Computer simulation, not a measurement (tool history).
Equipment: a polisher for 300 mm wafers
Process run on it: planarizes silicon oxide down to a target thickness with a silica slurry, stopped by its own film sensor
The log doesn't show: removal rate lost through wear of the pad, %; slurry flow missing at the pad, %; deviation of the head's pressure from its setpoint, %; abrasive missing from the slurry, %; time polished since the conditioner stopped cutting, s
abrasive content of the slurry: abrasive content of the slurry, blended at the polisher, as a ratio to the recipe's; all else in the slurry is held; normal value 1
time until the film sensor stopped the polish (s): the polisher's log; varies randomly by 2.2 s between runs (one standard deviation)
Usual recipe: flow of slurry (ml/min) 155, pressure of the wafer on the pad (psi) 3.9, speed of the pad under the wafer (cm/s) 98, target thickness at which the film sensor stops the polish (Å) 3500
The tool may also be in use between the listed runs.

| run | hour | flow of slurry (ml/min) | pressure of the wafer on the pad (psi) | speed of the pad under the wafer (cm/s) | abrasive content of the slurry | target thickness at which the film sensor stops the polish (Å) | wafers since the last listed run | wafers polished on this pad | hours since the slurry nozzle was cleaned | hours since the head pressure was calibrated | hours since the slurry blender was calibrated | hours since the conditioning disc was replaced | incoming thickness of the incoming film, nm | time until the film sensor stopped the polish (s) |
|---|---|---|---|---|---|---|---|---|---|---|---|---|---|---|
| 1 | 0 | 155 | 3.9 | 98 | 1 | 3500 | 0 | 854 | 132.2 | 1044.4 | 61 | 59.9 | 737.1 | 156.2 |
| 2 | 28.3 | 155 | 3.9 | 98 | 1 | 3500 | 323 | 1177 | 160.5 | 1072.7 | 89.3 | 88.2 | 727.6 | 151.5 |
|  | 39.6 | worn pad replaced by a new one |
| 3 | 58.1 | 155 | 3.9 | 98 | 1 | 3500 | 294 | 211 | 190.3 | 1102.5 | 119.1 | 118 | 735.7 | 158.3 |
| 4 | 85.4 | 155 | 3.9 | 98 | 1 | 3500 | 311 | 523 | 217.6 | 1129.8 | 146.4 | 145.3 | 732.3 | 159.6 |
| 5 | 110 | 155 | 3.9 | 98 | 1 | 3500 | 281 | 804 | 242.2 | 1154.4 | 171 | 169.9 | 733.7 | 162.6 |
| 6 | 131.3 | 155 | 3.9 | 98 | 1 | 3500 | 243 | 1047 | 263.5 | 1175.7 | 192.3 | 191.2 | 727.6 | 158.6 |
|  | 145.2 | worn pad replaced by a new one |
| 7 | 162.3 | 155 | 3.9 | 98 | 1 | 3500 | 308 | 195 | 294.5 | 1206.7 | 223.3 | 222.2 | 743.2 | 162.7 |
| 8 | 180.9 | 155 | 3.9 | 98 | 1 | 3500 | 212 | 407 | 313.1 | 1225.3 | 241.9 | 240.8 | 733.7 | 164.1 |
|  | 187.8 | slurry nozzle cleaned |
| 9 | 203.8 | 155 | 3.9 | 98 | 1 | 3500 | 250 | 657 | 16 | 1248.2 | 264.8 | 263.7 | 729.1 | 168.1 |
| 10 | 218.6 | 155 | 3.9 | 98 | 0.9 | 3500 | 169 | 826 | 30.8 | 1263 | 279.6 | 278.5 | 738.2 | 187.9 |
| 11 | 232.5 | 155 | 3.9 | 98 | 1 | 2520 | 158 | 985 | 44.7 | 1276.9 | 293.5 | 292.4 | 716.1 | 213.4 |
|  | 253.1 | worn pad replaced by a new one |
| 12 | 253.6 | 155 | 3.9 | 98 | 1 | 3500 | 195 | 5 | 65.8 | 1298 | 314.6 | 313.5 | 736.9 | 177.2 |
| 13 | 274.6 | 105 | 3.9 | 98 | 1 | 3500 | 239 | 245 | 86.8 | 1319 | 335.6 | 334.5 | 731.8 | 196.5 |
|  | 286.8 | conditioning disc replaced and pad reconditioned |
|  | 291.6 | slurry nozzle cleaned, repeated, since the last time left the tool worse |
|  | 311.1 | slurry blender recalibrated |
| 14 | 311.6 | 175 | 3.9 | 98 | 1 | 2740 | 365 | 611 | 20 | 1356 | 0.5 | 24.8 | 728.5 | 184.7 |
| 15 | 338.9 | 110 | 3.9 | 98 | 0.8 | 2990 | 311 | 923 | 47.3 | 1383.3 | 27.8 | 52.1 | 732.2 | 208 |
|  | 361.6 | worn pad replaced by a new one |
| 16 | 366.6 | 140 | 3.9 | 114 | 1 | 3500 | 270 | 56 | 75 | 1411 | 55.5 | 79.8 | 725.7 | 137.4 |
| 17 | 393.4 | 170 | 3.9 | 98 | 1 | 3500 | 306 | 362 | 101.8 | 1437.8 | 82.3 | 106.6 | 722.7 | 146.4 |
|  | 419.5 | head pressure recalibrated |
| 18 | 427.3 | 155 | 3.9 | 98 | 1 | 3500 | 364 | 727 | 135.7 | 7.8 | 116.2 | 140.5 | 720.3 | 150.6 |
|  | 457.1 | worn pad replaced by a new one |
| 19 | 461.2 | 155 | 3.9 | 98 | 1.25 | 3500 | 341 | 47 | 169.6 | 41.7 | 150.1 | 174.4 | 722.2 | 139.7 |
| 20 | 479.2 | 155 | 3.9 | 98 | 1 | 3500 | 205 | 252 | 187.6 | 59.7 | 168.1 | 192.4 | 740.4 | 163.2 |
| 21 | 507.6 | 105 | 3.9 | 98 | 1 | 3500 | 324 | 577 | 216 | 88.1 | 196.5 | 220.8 | 734.1 | 170.2 |
| 22 | 533.7 | 155 | 5.1 | 98 | 1 | 3500 | 298 | 875 | 242.1 | 114.2 | 222.6 | 246.9 | 720.2 | 118.1 |

Alternative continuations, all from the tool just after run 22; predict every row:
| A | 534.2 | 155 | 3.9 | 98 | 1 | 4740 | 5 | 881 | 242.6 | 114.7 | 223.1 | 247.4 | 736.8 | ? |
| B | 534.2 | 130 | 2.8 | 98 | 1 | 3500 | 5 | 881 | 242.6 | 114.7 | 223.1 | 247.4 | 736.8 | ? |
| C | 534.2 | 185 | 5 | 98 | 0.75 | 4700 | 5 | 881 | 242.6 | 114.7 | 223.1 | 247.4 | 736.8 | ? |
| D | 534.2 | 155 | 3.9 | 70 | 1 | 3500 | 5 | 881 | 242.6 | 114.7 | 223.1 | 247.4 | 736.8 | ? |

| run | time until the film sensor stopped the polish (s) |
|---|---|
| A | 110.1 |
| B | 226.5 |
| C | 98.8 |
| D | 212.1 |
With no hidden state in the tool, these same runs would have given:
| run | time until the film sensor stopped the polish (s) |
|---|---|
| A | 106.7 |
| B | 218.4 |
| C | 96.1 |
| D | 205.6 |
